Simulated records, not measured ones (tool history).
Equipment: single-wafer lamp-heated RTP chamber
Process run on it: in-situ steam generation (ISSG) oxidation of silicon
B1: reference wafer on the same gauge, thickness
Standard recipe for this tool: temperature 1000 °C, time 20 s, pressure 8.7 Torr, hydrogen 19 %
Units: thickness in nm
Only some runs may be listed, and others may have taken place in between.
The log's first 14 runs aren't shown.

-- hour=1523.7 pressure gauge zeroed
run 15 hour=1529.2 | temperature=1016 time=20 pressure=8.7 hydrogen=12 | B1=5.820 | thickness=5.527
run 16 hour=1577.2 | temperature=1000 time=18 pressure=8.7 hydrogen=19 | B1=5.817 | thickness=5.426
run 17 hour=1615.5 | temperature=1000 time=24 pressure=8.7 hydrogen=19 | B1=5.815 | thickness=6.219
run 18 hour=1679.0 | temperature=1011 time=20 pressure=8.7 hydrogen=19 | B1=5.818 | thickness=5.974
-- hour=1724.9 pyrometer window cleaned and pyrometer calibrated
run 19 hour=1774.4 | temperature=1000 time=20 pressure=8.7 hydrogen=19 | B1=5.823 | thickness=5.658
run 20 hour=1940.7 | temperature=1000 time=20 pressure=8.7 hydrogen=19 | B1=5.815 | thickness=5.692
run 21 hour=1999.8 | temperature=1009 time=25 pressure=7.5 hydrogen=15 | B1=5.821 | thickness=6.284
run 22 hour=2053.2 | temperature=1000 time=28 pressure=8.7 hydrogen=19 | B1=5.819 | thickness=6.710
run 23 hour=2157.9 | temperature=1009 time=20 pressure=8.7 hydrogen=13 | B1=5.821 | thickness=5.440
run 24 hour=2243.3 | temperature=1000 time=16 pressure=9.9 hydrogen=19 | B1=5.824 | thickness=5.065
run 25 hour=2344.9 | temperature=1000 time=20 pressure=8.3 hydrogen=14 | B1=5.820 | thickness=5.351
run 26 hour=2417.5 | temperature=1000 time=20 pressure=10.1 hydrogen=19 | B1=5.819 | thickness=5.607
-- hour=2457.8 pyrometer window cleaned and pyrometer calibrated
run 27 hour=2507.0 | temperature=990 time=20 pressure=7.4 hydrogen=19 | B1=5.820 | thickness=5.460
run 28 hour=2717.6 | temperature=984 time=28 pressure=8.7 hydrogen=19 | B1=5.820 | thickness=6.259
run 29 hour=2753.8 | temperature=1000 time=20 pressure=8.7 hydrogen=19 | B1=5.820 | thickness=5.696
run 30 hour=2810.8 | temperature=1000 time=20 pressure=8.7 hydrogen=13 | B1=5.822 | thickness=5.278
run 31 hour=2886.1 | temperature=1000 time=20 pressure=8.7 hydrogen=19 | B1=5.821 | thickness=5.711

4 options for the next run, each taken on its own from the tool as it stands now. Forecast them:
run A hour=2886.5 | temperature=1000 time=17 pressure=8.7 hydrogen=19 | B1=? | thickness=?
run B hour=2886.5 | temperature=1000 time=16 pressure=9.8 hydrogen=11 | B1=? | thickness=?
run C hour=2886.5 | temperature=1000 time=27 pressure=8.7 hydrogen=27 | B1=? | thickness=?
run D hour=2886.5 | temperature=1000 time=15 pressure=9.4 hydrogen=28 | B1=? | thickness=?

run=A B1=5.823 thickness=5.294
run=B B1=5.823 thickness=4.517
run=C B1=5.823 thickness=7.135
run=D B1=5.823 thickness=5.431
With no hidden state in the tool, these same runs would have given:
run=A thickness=5.227
run=B thickness=4.460
run=C thickness=7.036
run=D thickness=5.365
